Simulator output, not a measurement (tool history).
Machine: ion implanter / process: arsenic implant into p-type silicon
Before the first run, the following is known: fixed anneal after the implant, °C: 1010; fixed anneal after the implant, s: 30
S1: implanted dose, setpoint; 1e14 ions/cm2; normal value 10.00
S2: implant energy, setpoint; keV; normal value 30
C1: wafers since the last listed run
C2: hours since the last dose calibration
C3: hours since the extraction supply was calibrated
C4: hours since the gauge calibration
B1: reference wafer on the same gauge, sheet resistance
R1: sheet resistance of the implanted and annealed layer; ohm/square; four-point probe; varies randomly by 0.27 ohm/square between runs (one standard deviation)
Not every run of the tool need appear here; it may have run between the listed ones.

Run 1, day 0.000: usual settings but S2 37 keV; C1 0; C2 1115.9; C3 6362.1; C4 471.0; B1 105.94. Result: R1 114.16 ohm/square.
At day 1.642: gauge calibrated.
Run 2, day 3.554: usual settings but S2 37 keV; C1 2580; C2 1201.2; C3 6447.4; C4 45.9; B1 105.92. Result: R1 113.90 ohm/square.
Run 3, day 4.550: usual settings but S2 37 keV; C1 723; C2 1225.1; C3 6471.3; C4 69.8; B1 106.12. Result: R1 114.37 ohm/square.
Run 4, day 5.108: usual settings; C1 405; C2 1238.5; C3 6484.7; C4 83.2; B1 106.00. Result: R1 118.78 ohm/square.
Run 5, day 6.042: usual settings; C1 677; C2 1260.9; C3 6507.1; C4 105.6; B1 106.02. Result: R1 119.29 ohm/square.
Run 6, day 7.179: usual settings; C1 825; C2 1288.2; C3 6534.4; C4 132.9; B1 106.01. Result: R1 118.26 ohm/square.
Run 7, day 8.304: usual settings but S1 11.82 1e14 ions/cm2; C1 816; C2 1315.2; C3 6561.4; C4 159.9; B1 106.05. Result: R1 106.92 ohm/square.
Run 8, day 9.092: usual settings but S1 11.82 1e14 ions/cm2; C1 571; C2 1334.1; C3 6580.3; C4 178.8; B1 106.06. Result: R1 107.14 ohm/square.
Run 9, day 10.479: usual settings but S1 11.82 1e14 ions/cm2; C1 1007; C2 1367.4; C3 6613.6; C4 212.1; B1 106.03. Result: R1 107.20 ohm/square.
At day 14.083: extraction supply calibrated.
Run 10, day 14.558: usual settings; C1 2719; C2 1465.3; C3 11.4; C4 310.0; B1 105.99. Result: R1 118.98 ohm/square.
Run 11, day 15.625: usual settings; C1 774; C2 1490.9; C3 37.0; C4 335.6; B1 105.93. Result: R1 119.03 ohm/square.
At day 16.758: Faraday cup replaced and dose calibrated.
Run 12, day 17.046: usual settings but S1 9.12 1e14 ions/cm2; C1 789; C2 6.9; C3 71.1; C4 369.7; B1 105.92. Result: R1 129.60 ohm/square.
Run 13, day 17.771: usual settings but S1 9.12 1e14 ions/cm2; C1 526; C2 24.3; C3 88.5; C4 387.1; B1 105.92. Result: R1 129.44 ohm/square.
Run 14, day 18.821: usual settings but S1 9.12 1e14 ions/cm2; C1 762; C2 49.5; C3 113.7; C4 412.3; B1 106.05. Result: R1 129.03 ohm/square.
Run 15, day 19.717: usual settings; C1 650; C2 71.0; C3 135.2; C4 433.8; B1 105.94. Result: R1 122.13 ohm/square.
Run 16, day 20.492: usual settings but S1 12.94 1e14 ions/cm2, S2 39 keV; C1 562; C2 89.6; C3 153.8; C4 452.4; B1 106.13. Result: R1 98.54 ohm/square.
Run 17, day 21.104: usual settings but S1 8.34 1e14 ions/cm2, S2 23 keV; C1 444; C2 104.3; C3 168.5; C4 467.1; B1 106.06. Result: R1 144.25 ohm/square.
At day 22.446: gauge calibrated.
Run 18, day 22.567: usual settings; C1 1061; C2 139.4; C3 203.6; C4 2.9; B1 105.91. Result: R1 121.39 ohm/square.
Run 19, day 23.338: usual settings; C1 559; C2 157.9; C3 222.1; C4 21.4; B1 105.97. Result: R1 121.83 ohm/square.
At day 24.283: Faraday cup replaced and dose calibrated, repeated, since the last time left the tool worse.
Run 20, day 24.342: usual settings but S1 7.40 1e14 ions/cm2; C1 487; C2 1.4; C3 246.2; C4 45.5; B1 105.91. Result: R1 143.67 ohm/square.
Run 21, day 24.933: usual settings; C1 429; C2 15.6; C3 260.4; C4 59.7; B1 105.90. Result: R1 116.30 ohm/square.
Run 22, day 25.629: usual settings but S1 10.75 1e14 ions/cm2, S2 33 keV; C1 505; C2 32.3; C3 277.1; C4 76.4; B1 105.98. Result: R1 109.77 ohm/square.
Run 23, day 26.850: usual settings but S1 11.23 1e14 ions/cm2, S2 40 keV; C1 886; C2 61.6; C3 306.4; C4 105.7; B1 105.95. Result: R1 102.64 ohm/square.
Run 24, day 27.621: usual settings but S1 9.24 1e14 ions/cm2, S2 39 keV; C1 559; C2 80.1; C3 324.9; C4 124.2; B1 105.92. Result: R1 117.44 ohm/square.

Run 25 comes next. What will it give?
Run 25, day 28.238: usual settings but S1 8.85 1e14 ions/cm2, S2 35 keV; C1 447; C2 94.9; C3 339.7; C4 139.0; B1 ?. Result: R1 ?.

Run 25 came out at B1 106.03, R1 123.09 ohm/square.
Were there no unlogged condition in the tool, this run, its random variation unchanged, would have produced R1 122.79 ohm/square.
